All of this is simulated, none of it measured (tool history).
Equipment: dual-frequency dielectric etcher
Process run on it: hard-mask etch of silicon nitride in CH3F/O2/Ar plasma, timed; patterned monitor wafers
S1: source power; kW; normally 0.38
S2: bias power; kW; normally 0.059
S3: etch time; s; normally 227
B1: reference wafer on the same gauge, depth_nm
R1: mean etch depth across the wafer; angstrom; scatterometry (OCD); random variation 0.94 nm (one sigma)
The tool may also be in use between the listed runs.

{"run": 1, "hour": 0.0, "S1": 0.38, "S2": 0.059, "S3": 275.5, "B1": 155.8, "R1": 1673}
{"run": 2, "hour": 13.3, "S1": 0.38, "S2": 0.059, "S3": 227, "B1": 155.6, "R1": 1364}
{"run": 3, "hour": 43.4, "S1": 0.38, "S2": 0.059, "S3": 227, "B1": 155.8, "R1": 1356}
{"hour": 91.8, "done": "wet clean of the chamber"}
{"run": 4, "hour": 92.3, "S1": 0.38, "S2": 0.066, "S3": 227, "B1": 155.8, "R1": 1583}
{"run": 5, "hour": 98.8, "S1": 0.38, "S2": 0.066, "S3": 227, "B1": 155.9, "R1": 1555}
{"run": 6, "hour": 127.3, "S1": 0.38, "S2": 0.066, "S3": 227, "B1": 155.5, "R1": 1556}
{"run": 7, "hour": 141.5, "S1": 0.44, "S2": 0.048, "S3": 227, "B1": 155.6, "R1": 1469}
{"run": 8, "hour": 163.1, "S1": 0.38, "S2": 0.059, "S3": 227, "B1": 156, "R1": 1500}
{"run": 9, "hour": 185.2, "S1": 0.38, "S2": 0.044, "S3": 278.5, "B1": 155.6, "R1": 1675}
{"run": 10, "hour": 202.9, "S1": 0.38, "S2": 0.059, "S3": 227, "B1": 155.8, "R1": 1486}
{"run": 11, "hour": 230.6, "S1": 0.35, "S2": 0.071, "S3": 269, "B1": 156, "R1": 1844}
{"run": 12, "hour": 260.0, "S1": 0.34, "S2": 0.05, "S3": 163.5, "B1": 155.9, "R1": 980}
{"hour": 293.6, "done": "wet clean of the chamber, repeated, since the last time left the tool worse"}
{"run": 13, "hour": 294.1, "S1": 0.38, "S2": 0.059, "S3": 227, "B1": 155.9, "R1": 1416}
{"hour": 300.1, "done": "gauge calibrated"}
{"run": 14, "hour": 311.5, "S1": 0.42, "S2": 0.059, "S3": 256, "B1": 155.8, "R1": 1637}
{"run": 15, "hour": 342.7, "S1": 0.29, "S2": 0.068, "S3": 284.5, "B1": 156.1, "R1": 1696}
{"run": 16, "hour": 366.7, "S1": 0.38, "S2": 0.051, "S3": 258, "B1": 156.3, "R1": 1527}
{"hour": 411.5, "done": "upper electrode replaced"}
{"hour": 413.2, "done": "source power generator calibrated"}
{"run": 17, "hour": 413.7, "S1": 0.38, "S2": 0.059, "S3": 227, "B1": 156.2, "R1": 1383}
{"run": 18, "hour": 419.2, "S1": 0.38, "S2": 0.059, "S3": 252, "B1": 155.9, "R1": 1526}
{"run": 19, "hour": 447.9, "S1": 0.38, "S2": 0.059, "S3": 227, "B1": 156.1, "R1": 1388}
{"run": 20, "hour": 468.3, "S1": 0.48, "S2": 0.059, "S3": 255.5, "B1": 155.7, "R1": 1688}
{"run": 21, "hour": 481.2, "S1": 0.38, "S2": 0.069, "S3": 227, "B1": 155.7, "R1": 1482}
{"hour": 488.3, "done": "bias power generator calibrated"}
{"run": 22, "hour": 505.7, "S1": 0.43, "S2": 0.053, "S3": 189, "B1": 155.8, "R1": 1171}
{"run": 23, "hour": 532.0, "S1": 0.43, "S2": 0.059, "S3": 227, "B1": 156.2, "R1": 1441}
{"run": 24, "hour": 556.6, "S1": 0.47, "S2": 0.059, "S3": 258.5, "B1": 155.7, "R1": 1668}
{"run": 25, "hour": 571.3, "S1": 0.46, "S2": 0.059, "S3": 227, "B1": 155.8, "R1": 1434}
{"run": 26, "hour": 601.5, "S1": 0.38, "S2": 0.05, "S3": 160.5, "B1": 156.2, "R1": 928}
{"run": 27, "hour": 628.5, "S1": 0.41, "S2": 0.065, "S3": 272, "B1": 155.8, "R1": 1717}
{"run": 28, "hour": 645.0, "S1": 0.43, "S2": 0.044, "S3": 177.5, "B1": 156.4, "R1": 1017}
{"hour": 676.0, "done": "wet clean of the chamber"}
{"run": 29, "hour": 679.7, "S1": 0.38, "S2": 0.069, "S3": 227, "B1": 156.2, "R1": 1487}

Each row is a separate what-if for the run after 29, all from the same tool condition, not one after another. Results?
{"run": "A", "hour": 680.2, "S1": 0.38, "S2": 0.059, "S3": 227, "B1": "?", "R1": "?"}
{"run": "B", "hour": 680.2, "S1": 0.34, "S2": 0.054, "S3": 260, "B1": "?", "R1": "?"}
{"run": "C", "hour": 680.2, "S1": 0.48, "S2": 0.059, "S3": 208, "B1": "?", "R1": "?"}
{"run": "D", "hour": 680.2, "S1": 0.46, "S2": 0.046, "S3": 171.5, "B1": "?", "R1": "?"}
{"run": "E", "hour": 680.2, "S1": 0.38, "S2": 0.054, "S3": 227, "B1": "?", "R1": "?"}

run=A B1=155.7 R1=1414
run=B B1=155.7 R1=1524
run=C B1=155.7 R1=1394
run=D B1=155.7 R1=1052
run=E B1=155.7 R1=1376
With no hidden state in the tool, these same runs would have given:
run=A R1=1416
run=B R1=1525
run=C R1=1395
run=D R1=1054
run=E R1=1377

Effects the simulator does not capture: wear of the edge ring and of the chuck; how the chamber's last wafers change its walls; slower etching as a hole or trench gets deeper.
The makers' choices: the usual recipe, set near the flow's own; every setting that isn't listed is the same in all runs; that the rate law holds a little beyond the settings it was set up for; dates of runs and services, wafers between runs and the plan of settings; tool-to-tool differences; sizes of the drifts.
